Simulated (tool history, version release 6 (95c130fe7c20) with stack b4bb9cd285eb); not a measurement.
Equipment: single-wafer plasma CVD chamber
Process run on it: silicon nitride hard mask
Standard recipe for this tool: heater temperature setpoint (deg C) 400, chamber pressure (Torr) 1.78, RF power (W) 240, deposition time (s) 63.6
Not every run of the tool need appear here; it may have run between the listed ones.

| run | day | heater temperature setpoint (deg C) | chamber pressure (Torr) | RF power (W) | deposition time (s) | wafers since the last listed run | hours since the last thermocouple change | hours since the last RF generator calibration | hours since the last manometer calibration | hours since the showerhead was replaced | hours since the gauge calibration | read-back reference wafer on the same gauge, thickness_nm | mean film thickness on the monitor wafer (nm) |
|---|---|---|---|---|---|---|---|---|---|---|---|---|---|
| 1 | 0.000 | 400 | 1.78 | 275 | 63.6 | 0 | 1082.5 | 2841.4 | 819.4 | 3204.3 | 558.6 | 70.455 | 72.125 |
| 2 | 1.204 | 400 | 1.78 | 240 | 63.6 | 432 | 1111.4 | 2870.3 | 848.3 | 3233.2 | 587.5 | 70.602 | 66.467 |
|  | 2.517 | capacitance manometer re-zeroed and calibrated |
| 3 | 2.646 | 400 | 1.78 | 240 | 63.6 | 398 | 1146.0 | 2904.9 | 3.1 | 3267.8 | 622.1 | 70.733 | 66.761 |
| 4 | 4.033 | 408 | 1.78 | 240 | 73.4 | 498 | 1179.3 | 2938.2 | 36.4 | 3301.1 | 655.4 | 70.794 | 77.089 |
|  | 5.596 | RF generator calibrated |
| 5 | 5.617 | 408 | 1.78 | 240 | 73.4 | 449 | 1217.3 | 0.5 | 74.4 | 3339.1 | 693.4 | 70.805 | 77.021 |
| 6 | 7.788 | 408 | 1.78 | 240 | 73.4 | 780 | 1269.4 | 52.6 | 126.5 | 3391.2 | 745.5 | 71.082 | 76.873 |
| 7 | 8.304 | 392 | 1.78 | 240 | 63.6 | 185 | 1281.8 | 65.0 | 138.9 | 3403.6 | 757.9 | 70.986 | 67.145 |
| 8 | 9.750 | 405 | 1.60 | 195 | 63.6 | 519 | 1316.5 | 99.7 | 173.6 | 3438.3 | 792.6 | 71.098 | 57.611 |
| 9 | 10.333 | 400 | 1.78 | 240 | 63.6 | 209 | 1330.5 | 113.7 | 187.6 | 3452.3 | 806.6 | 71.181 | 67.086 |
|  | 11.367 | showerhead replaced |
| 10 | 11.658 | 411 | 1.78 | 260 | 63.6 | 356 | 1362.3 | 145.5 | 219.4 | 7.0 | 838.4 | 71.314 | 70.089 |
|  | 13.167 | thermocouple changed; heater temperature recalibrated |
| 11 | 14.158 | 400 | 1.78 | 190 | 70.8 | 778 | 23.8 | 205.5 | 279.4 | 67.0 | 898.4 | 71.623 | 66.143 |
| 12 | 14.775 | 400 | 1.78 | 240 | 63.6 | 221 | 38.6 | 220.3 | 294.2 | 81.8 | 913.2 | 71.578 | 67.760 |
| 13 | 15.529 | 414 | 1.78 | 240 | 63.6 | 270 | 56.7 | 238.4 | 312.3 | 99.9 | 931.3 | 71.749 | 67.217 |
| 14 | 16.612 | 392 | 1.94 | 240 | 76.3 | 389 | 82.7 | 264.4 | 338.3 | 125.9 | 957.3 | 71.893 | 83.810 |
| 15 | 17.933 | 405 | 1.36 | 220 | 72.7 | 474 | 114.4 | 296.1 | 370.0 | 157.6 | 989.0 | 71.845 | 67.325 |
| 16 | 18.454 | 400 | 1.78 | 240 | 63.6 | 187 | 126.9 | 308.6 | 382.5 | 170.1 | 1001.5 | 71.888 | 68.173 |
|  | 19.438 | gauge calibrated |
| 17 | 21.504 | 400 | 1.78 | 240 | 63.6 | 1095 | 200.1 | 381.8 | 455.7 | 243.3 | 49.6 | 69.679 | 65.867 |
| 18 | 22.896 | 400 | 1.78 | 275 | 63.6 | 500 | 233.5 | 415.2 | 489.1 | 276.7 | 83.0 | 69.696 | 71.099 |
| 19 | 23.521 | 400 | 2.06 | 240 | 63.6 | 224 | 248.5 | 430.2 | 504.1 | 291.7 | 98.0 | 69.756 | 68.577 |
| 20 | 24.371 | 400 | 1.78 | 225 | 66.8 | 305 | 268.9 | 450.6 | 524.5 | 312.1 | 118.4 | 69.693 | 66.618 |
| 21 | 27.075 | 414 | 1.78 | 240 | 63.6 | 971 | 333.8 | 515.5 | 589.4 | 377.0 | 183.3 | 69.831 | 65.371 |
| 22 | 27.683 | 391 | 1.78 | 240 | 63.6 | 218 | 348.4 | 530.1 | 604.0 | 391.6 | 197.9 | 69.803 | 66.391 |
| 23 | 28.654 | 394 | 1.78 | 240 | 63.6 | 348 | 371.7 | 553.4 | 627.3 | 414.9 | 221.2 | 69.752 | 66.022 |
| 24 | 29.779 | 395 | 1.78 | 240 | 63.6 | 404 | 398.7 | 580.4 | 654.3 | 441.9 | 248.2 | 69.854 | 66.050 |
| 25 | 30.671 | 400 | 1.67 | 240 | 63.6 | 320 | 420.1 | 601.8 | 675.7 | 463.3 | 269.6 | 69.795 | 64.897 |
| 26 | 31.929 | 400 | 1.78 | 240 | 63.6 | 452 | 450.3 | 632.0 | 705.9 | 493.5 | 299.8 | 69.825 | 66.083 |
| 27 | 33.088 | 400 | 1.78 | 240 | 63.6 | 416 | 478.1 | 659.8 | 733.7 | 521.3 | 327.6 | 69.866 | 66.265 |
| 28 | 34.112 | 400 | 1.78 | 220 | 63.6 | 368 | 502.7 | 684.4 | 758.3 | 545.9 | 352.2 | 69.871 | 62.990 |

Take each entry between the runs: how does the hidden state at the last listed run before it differ from the hidden state at the first listed run after it?
From run 2 to run 3: capacitance manometer re-zeroed and calibrated (day 2.517)
  gauge reads high (%): 0.838 -> 0.962
  difference, measured minus the result without the unlogged condition, mean film thickness on the monitor wafer (nm): +0.553 -> +0.636
From run 4 to run 5: RF generator calibrated (day 5.596)
  gauge reads high (%): 1.09 -> 1.24
  difference, measured minus the result without the unlogged condition, mean film thickness on the monitor wafer (nm): +0.830 -> +0.943
From run 9 to run 10: showerhead replaced (day 11.367)
  gauge reads high (%): 1.74 -> 1.9
  difference, measured minus the result without the unlogged condition, mean film thickness on the monitor wafer (nm): +1.148 -> +1.304
From run 10 to run 11: thermocouple changed; heater temperature recalibrated (day 13.167)
  gauge reads high (%): 1.9 -> 2.2
  difference, measured minus the result without the unlogged condition, mean film thickness on the monitor wafer (nm): +1.304 -> +1.427
From run 16 to run 17: gauge calibrated (day 19.438)
  gauge reads high (%): 2.78 -> -0.451
  difference, measured minus the result without the unlogged condition, mean film thickness on the monitor wafer (nm): +1.846 -> -0.298
